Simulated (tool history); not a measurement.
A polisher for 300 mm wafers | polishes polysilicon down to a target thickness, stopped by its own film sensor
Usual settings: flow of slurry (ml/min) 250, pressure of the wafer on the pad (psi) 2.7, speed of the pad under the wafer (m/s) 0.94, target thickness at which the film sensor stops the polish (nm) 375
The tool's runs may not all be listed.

run,day,flow of slurry (ml/min),pressure of the wafer on the pad (psi),speed of the pad under the wafer (m/s),target thickness at which the film sensor stops the polish (nm),wafers since the last listed run,wafers polished on this pad,hours since the slurry nozzle was cleaned,hours since the head pressure was calibrated,"incoming thickness of the incoming film, nm",time until the film sensor stopped the polish (s)
1,0.000,250,2.7,0.94,269,0,708,46.2,377.7,937.7,94.3
2,0.617,250,2.7,0.94,269,189,898,61.0,392.5,908.0,91.8
3,1.625,250,2.7,0.94,269,309,1207,85.2,416.7,932.0,95.6
# day 2.462: head pressure recalibrated
4,2.483,250,2.7,0.94,375,237,1445,105.8,0.5,910.5,78.7
5,2.992,250,2.7,0.94,375,155,1601,118.0,12.7,917.8,79.5
6,5.629,250,2.7,0.94,375,809,2410,181.3,76.0,923.5,86.8
# day 5.962: worn pad replaced by a new one
7,6.717,250,2.5,0.94,375,282,231,207.4,102.1,918.3,83.5
# day 7.883: slurry nozzle cleaned
8,8.062,250,2.5,0.94,375,400,631,4.3,134.4,924.2,82.9
9,9.512,250,2.5,0.94,375,444,1076,39.1,169.2,940.4,87.9
10,10.517,250,2.7,0.94,375,308,1384,63.2,193.3,925.3,80.5
11,11.312,250,2.7,0.94,375,244,1628,82.3,212.4,928.3,81.8
12,11.983,250,2.7,0.94,375,205,1834,98.4,228.5,921.3,82.4
13,13.171,250,2.7,0.94,375,364,2198,126.9,257.0,923.9,86.5
# day 14.125: worn pad replaced by a new one
14,14.288,250,2.7,0.94,375,291,50,153.7,283.8,917.2,75.5
15,15.671,250,2.7,0.94,375,424,474,186.9,317.0,937.0,81.2
16,16.512,250,2.7,0.94,375,258,733,207.1,337.2,939.3,80.8
# day 17.425: slurry nozzle cleaned
17,17.475,250,2.7,0.94,375,282,1015,1.2,360.3,916.3,79.3
18,18.196,250,2.7,0.94,375,221,1236,18.5,377.6,909.4,77.8
19,18.796,330,2.7,0.94,375,184,1421,32.9,392.0,928.3,80.0
20,20.296,220,3.2,0.72,556,460,1881,68.9,428.0,923.1,62.3
21,20.917,250,2.7,0.94,375,190,2071,83.8,442.9,921.7,84.2
22,21.496,175,2.7,1.06,321,177,2249,97.7,456.8,925.9,86.1
# day 22.458: head pressure recalibrated
23,22.479,250,2.7,1.02,375,276,2525,121.3,0.5,934.2,82.7
# day 23.446: worn pad replaced by a new one
24,23.604,250,2.2,1.14,438,294,48,148.3,27.5,919.3,68.5
25,24.779,250,2.2,1.08,492,360,409,176.5,55.7,916.1,64.2
# day 25.425: slurry nozzle cleaned
26,25.508,250,2.7,0.62,219,210,620,2.0,73.2,938.3,155.4
27,26.346,250,2.7,0.94,375,257,877,22.1,93.3,926.0,79.0
28,27.712,250,2.7,0.80,375,419,1296,54.9,126.1,912.8,91.1
29,28.254,315,2.7,0.94,375,166,1462,67.9,139.1,921.4,76.8
30,31.496,250,2.7,0.94,375,994,2457,145.7,216.9,929.6,84.3
# day 31.696: worn pad replaced by a new one
31,32.617,215,2.7,0.94,375,292,282,172.6,243.8,935.2,80.1
32,33.554,250,2.7,0.94,375,287,569,195.1,266.3,901.3,75.8
# day 34.854: slurry nozzle cleaned
33,35.038,250,2.7,0.94,375,442,1012,4.4,301.9,922.1,80.1
34,35.921,340,3.2,0.78,473,271,1283,25.6,323.1,933.7,67.6
35,36.950,195,3.2,0.94,209,315,1598,50.3,347.8,917.1,87.9
# day 40.804: worn pad replaced by a new one
36,41.346,250,2.7,0.94,375,1297,166,155.8,453.3,916.6,77.2
# day 42.092: head pressure recalibrated
37,42.271,325,2.4,1.24,187,258,425,178.0,4.3,919.4,86.7

Forecast each of these 4 alternatives for the next run:
A,42.292,250,2.7,0.72,375,6,431,178.5,4.8,926.7,?
B,42.292,305,2.7,0.94,235,6,431,178.5,4.8,926.7,?
C,42.292,180,3.1,0.70,251,6,431,178.5,4.8,926.7,?
D,42.292,325,2.2,0.94,375,6,431,178.5,4.8,926.7,?

run,time until the film sensor stopped the polish (s)
A,104.9
B,99.4
C,117.5
D,97.0
Without the tool's hidden state the same runs would have given:
run,time until the film sensor stopped the polish (s)
A,103.3
B,98.0
C,115.8
D,95.5
